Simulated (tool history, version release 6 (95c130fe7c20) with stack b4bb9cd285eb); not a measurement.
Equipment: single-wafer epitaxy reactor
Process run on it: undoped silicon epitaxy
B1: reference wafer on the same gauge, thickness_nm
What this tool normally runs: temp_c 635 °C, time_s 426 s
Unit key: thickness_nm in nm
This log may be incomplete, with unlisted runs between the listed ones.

Run 1, hour 0.0: usual settings but temp_c 645 °C; B1 45.569. Result: thickness_nm 61.989 nm.
Run 2, hour 12.0: usual settings but temp_c 645 °C; B1 45.554. Result: thickness_nm 61.724 nm.
Run 3, hour 35.7: usual settings but temp_c 645 °C; B1 45.628. Result: thickness_nm 61.965 nm.
Run 4, hour 54.4: usual settings; B1 45.578. Result: thickness_nm 47.907 nm.
Run 5, hour 81.4: usual settings but temp_c 631 °C; B1 45.566. Result: thickness_nm 43.013 nm.
Run 6, hour 98.1: usual settings but time_s 394 s; B1 45.646. Result: thickness_nm 44.560 nm.
Run 7, hour 131.4: usual settings but temp_c 629 °C; B1 45.606. Result: thickness_nm 40.974 nm.
Run 8, hour 152.4: usual settings but temp_c 629 °C; B1 45.666. Result: thickness_nm 40.785 nm.
Run 9, hour 188.2: usual settings but temp_c 629 °C; B1 45.592. Result: thickness_nm 41.257 nm.
Run 10, hour 213.9: usual settings but temp_c 625 °C; B1 45.600. Result: thickness_nm 36.919 nm.
Run 11, hour 227.9: usual settings; B1 45.617. Result: thickness_nm 47.998 nm.
Run 12, hour 244.7: usual settings; B1 45.524. Result: thickness_nm 47.883 nm.
Run 13, hour 277.9: usual settings; B1 45.581. Result: thickness_nm 48.150 nm.
Run 14, hour 308.7: usual settings; B1 45.561. Result: thickness_nm 47.991 nm.
Run 15, hour 344.0: usual settings; B1 45.628. Result: thickness_nm 47.969 nm.
Run 16, hour 372.5: usual settings; B1 45.519. Result: thickness_nm 48.062 nm.
Run 17, hour 395.8: usual settings; B1 45.570. Result: thickness_nm 47.943 nm.
Run 18, hour 415.4: usual settings; B1 45.549. Result: thickness_nm 47.894 nm.
Run 19, hour 445.2: usual settings; B1 45.574. Result: thickness_nm 47.975 nm.
Run 20, hour 465.3: usual settings but temp_c 645 °C, time_s 398 s; B1 45.582. Result: thickness_nm 57.810 nm.
Run 21, hour 477.5: usual settings but temp_c 644 °C, time_s 448 s; B1 45.580. Result: thickness_nm 63.918 nm.
Run 22, hour 509.6: usual settings but temp_c 626 °C; B1 45.641. Result: thickness_nm 37.868 nm.
Run 23, hour 530.0: usual settings but temp_c 648 °C, time_s 396 s; B1 45.609. Result: thickness_nm 62.189 nm.
Run 24, hour 564.2: usual settings; B1 45.593. Result: thickness_nm 47.944 nm.
Run 25, hour 591.9: usual settings but temp_c 629 °C; B1 45.625. Result: thickness_nm 41.117 nm.
Run 26, hour 625.7: usual settings but temp_c 650 °C, time_s 372 s; B1 45.609. Result: thickness_nm 61.338 nm.
Run 27, hour 643.8: usual settings; B1 45.605. Result: thickness_nm 48.138 nm.
Run 28, hour 672.8: usual settings but temp_c 624 °C, time_s 511 s; B1 45.568. Result: thickness_nm 43.241 nm.
Run 29, hour 691.9: usual settings but time_s 349 s; B1 45.550. Result: thickness_nm 39.654 nm.
At hour 713.9: pyrometer calibrated.
Run 30, hour 714.4: usual settings but temp_c 624 °C; B1 45.692. Result: thickness_nm 37.348 nm.
Run 31, hour 744.9: usual settings but temp_c 646 °C, time_s 469 s; B1 45.664. Result: thickness_nm 71.604 nm.
Run 32, hour 761.2: usual settings but temp_c 640 °C, time_s 507 s; B1 45.601. Result: thickness_nm 66.960 nm.
At hour 775.7: gauge calibrated.
Run 33, hour 809.9: usual settings but temp_c 621 °C, time_s 403 s; B1 45.618. Result: thickness_nm 32.817 nm.
Run 34, hour 828.6: usual settings but temp_c 625 °C, time_s 503 s; B1 45.624. Result: thickness_nm 45.404 nm.
Run 35, hour 861.3: usual settings but temp_c 641 °C, time_s 387 s; B1 45.617. Result: thickness_nm 53.051 nm.
Run 36, hour 889.3: usual settings; B1 45.580. Result: thickness_nm 50.061 nm.
Run 37, hour 906.5: usual settings; B1 45.583. Result: thickness_nm 50.138 nm.
At hour 923.7: pyrometer calibrated, repeated, since the last time left the tool worse.
Run 38, hour 931.4: usual settings but temp_c 640 °C, time_s 400 s; B1 45.617. Result: thickness_nm 49.335 nm.
Run 39, hour 952.0: usual settings but time_s 378 s; B1 45.682. Result: thickness_nm 41.132 nm.
Run 40, hour 1043.2: usual settings but temp_c 648 °C, time_s 449 s; B1 45.625. Result: thickness_nm 68.685 nm.

Give the tool's hidden conditions for every run:
gauge reads high (%): 0 across all the runs
H1: wafer temperature above the value expected at the setpoint (K)
run       H1
  1     1.17
  2     1.18
  3     1.19
  4      1.2
  5     1.21
  6     1.22
  7     1.24
  8     1.25
  9     1.26
 10     1.27
 11     1.28
 12     1.28
 13     1.29
 14      1.3
 15     1.31
 16     1.32
 17     1.33
 18     1.33
 19     1.34
 20     1.35
 21     1.35
 22     1.35
 23     1.36
 24     1.36
 25     1.37
 26     1.37
 27     1.38
 28     1.38
 29     1.38
 30     2.54
 31     2.62
 32     2.67
 33     2.79
 34     2.83
 35      2.9
 36     2.96
 37        3
 38    -0.12
 39  -0.0624
 40    0.164
